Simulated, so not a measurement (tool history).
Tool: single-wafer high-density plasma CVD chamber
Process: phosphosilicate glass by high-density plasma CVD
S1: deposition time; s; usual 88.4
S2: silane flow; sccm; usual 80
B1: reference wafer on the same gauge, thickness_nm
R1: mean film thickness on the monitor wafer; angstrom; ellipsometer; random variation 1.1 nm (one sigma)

| run | hour | S1 | S2 | B1 | R1 |
|---|---|---|---|---|---|
| 1 | 0 | 88.4 | 80 | 734.074 | 6838.03 |
| 2 | 35.8 | 88.4 | 80 | 734.053 | 6811.75 |
| 3 | 67.1 | 88.4 | 80 | 733.953 | 6837.32 |
| 4 | 83.3 | 88.4 | 80 | 733.816 | 6833.01 |
| 5 | 103.6 | 88.4 | 80 | 734.208 | 6831.62 |
| 6 | 121.1 | 88.4 | 80 | 734.077 | 6825.91 |
| 7 | 155.2 | 88.4 | 80 | 733.798 | 6810.67 |
| 8 | 175 | 88.4 | 88 | 733.998 | 7270.35 |
| 9 | 195.7 | 88.4 | 92 | 733.857 | 7522.83 |
| 10 | 219.5 | 88.4 | 80 | 733.982 | 6821.06 |
| 11 | 236.6 | 88.4 | 80 | 733.99 | 6808.32 |
| 12 | 255.7 | 88.4 | 80 | 733.994 | 6819.48 |
| 13 | 274.3 | 99.9 | 89 | 733.753 | 8259.79 |
| 14 | 295.5 | 88.4 | 80 | 733.965 | 6802.13 |
| 15 | 325.2 | 74.1 | 85 | 733.863 | 5942.54 |
| 16 | 346.8 | 88.4 | 91 | 733.967 | 7816.68 |
| 17 | 371.8 | 71.1 | 94 | 734.149 | 6429.78 |
| 18 | 404.6 | 100.3 | 65 | 734.053 | 7089.57 |
| 19 | 436.2 | 106.1 | 72 | 733.983 | 8003.86 |
| 20 | 466 | 88.4 | 80 | 734.077 | 7141.66 |
| 21 | 494.1 | 93.1 | 80 | 734.03 | 7529.25 |
| 22 | 515.3 | 88.4 | 80 | 734.129 | 7172.98 |
| 23 | 537.8 | 79 | 67 | 733.968 | 5697.59 |
| 24 | 566.7 | 88.4 | 80 | 733.908 | 7157.31 |
| 25 | 579.9 | 88.4 | 88 | 733.976 | 7652.72 |

Not shown: 2 entries that the log had between the listed runs. Between which runs, and how does the tool's hidden state differ before and after?
Between runs 15 and 16: silane flow controller replaced (hour 342.9)
  delivered silane flow above the setpoint (%): -7.34 -> 0.0777
  measured less the result without the state, R1: -307.95 -> +4.07 angstrom
Between runs 16 and 17: gauge calibrated (hour 361.8)
  delivered silane flow above the setpoint (%): 0.0777 -> 0.0774
  measured less the result without the state, R1: +4.07 -> +3.34 angstrom
